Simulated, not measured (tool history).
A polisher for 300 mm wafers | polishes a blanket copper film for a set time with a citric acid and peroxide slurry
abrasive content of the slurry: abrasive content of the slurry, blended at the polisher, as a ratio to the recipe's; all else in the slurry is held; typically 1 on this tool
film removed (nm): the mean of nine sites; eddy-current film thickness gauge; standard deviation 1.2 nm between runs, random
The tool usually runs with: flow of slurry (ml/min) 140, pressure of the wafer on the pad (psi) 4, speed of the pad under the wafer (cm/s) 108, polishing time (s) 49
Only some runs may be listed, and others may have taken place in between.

run,hour,flow of slurry (ml/min),pressure of the wafer on the pad (psi),speed of the pad under the wafer (cm/s),abrasive content of the slurry,polishing time (s),"incoming thickness of the incoming film, nm",film removed (nm)
1,0,140,4,108,1,49,1247.1,138.3
# hour 24: worn pad replaced by a new one
2,42.1,140,4,108,1,58,1265.5,162.3
3,71.2,140,4,108,1,58,1250.5,161.8
# hour 99.6: head pressure recalibrated
4,140.7,140,4,108,1,58,1261.3,169.5
# hour 177.7: slurry blender recalibrated
5,185.1,140,4,108,1,49,1242.7,142.3
# hour 291.7: worn pad replaced by a new one
6,331.5,140,4,108,1,49,1260.6,139.8
7,379.1,125,4,108,1,49,1228.7,134.4
8,411.8,125,4,108,1,49,1233.6,132.8
9,443,140,4,108,1,49,1255.4,135.7
# hour 458.9: slurry blender recalibrated
10,513.8,140,4,108,1,49,1262.2,135.1
11,573.9,140,4,108,1,49,1247.3,132.9
# hour 577.9: worn pad replaced by a new one
# hour 581.3: slurry nozzle cleaned
12,618.1,140,4,108,1,49,1254.5,140.6
# hour 633.6: head pressure recalibrated
13,658.1,140,4,108,1,49,1253.1,147.9
14,713.8,140,4,108,1,49,1274.8,147.7
15,754.4,110,4,108,1,41,1243.1,115
# hour 804.3: slurry blender recalibrated
16,818.3,125,4,132,0.75,49,1254.8,155.2
# hour 858.1: worn pad replaced by a new one
17,881.1,140,4,108,1.25,49,1260.9,149.4
18,928.7,140,4,108,1,49,1245.7,139.7
19,965.3,140,4,108,1,49,1261.2,136.2
20,1003.3,170,4.6,82,1.15,49,1251,129.8
21,1059,180,4,72,0.8,32,1258.2,59.3
22,1113.6,140,4,108,1,49,1250.1,135.1
# hour 1134.9: worn pad replaced by a new one
# hour 1142: slurry blender recalibrated
23,1142.7,180,4,72,0.8,32,1272.5,58.1
24,1173.4,140,4,126,1,49,1263.9,153.7
# hour 1182.6: head pressure recalibrated
25,1279.8,140,4,108,1,49,1271.6,139.5
26,1320.8,140,3.5,108,1,49,1260.2,123.1
# hour 1324: slurry nozzle cleaned
27,1353.4,140,4,108,1,35,1255,107.3
# hour 1424.1: worn pad replaced by a new one
# hour 1466.4: slurry blender recalibrated
28,1532.8,115,5.3,94,1,37,1242.2,118.1
29,1561,140,4,108,1,49,1231.2,142.6

List, for all runs, the conditions of the tool that the log does not record:
removal rate lost through wear of the pad, %: 0 on each run
abrasive missing from the slurry, %: 0 on each run
H1: slurry flow missing at the pad, %
H2: deviation of the head's pressure from its setpoint, %
run,H1,H2
1,17.8,-4.67
2,19.7,-5.5
3,20.9,-6.11
4,23.2,-0.252
5,24.4,-0.364
6,27.3,-1.29
7,27.9,-1.78
8,28.3,-2.16
9,28.6,-2.57
10,29.3,-3.64
11,29.7,-4.71
12,7.22,-5.59
13,10.6,-0.519
14,14.5,-0.635
15,17,-0.798
16,20.1,-1.19
17,22.6,-1.73
18,24.1,-2.25
19,25.1,-2.7
20,26,-3.24
21,27.2,-4.12
22,28.1,-5.11
23,28.5,-5.68
24,28.9,-6.33
25,30,0.0591
26,30.3,-0.134
27,3.63,-0.335
28,15.9,-2.2
29,17.2,-2.61
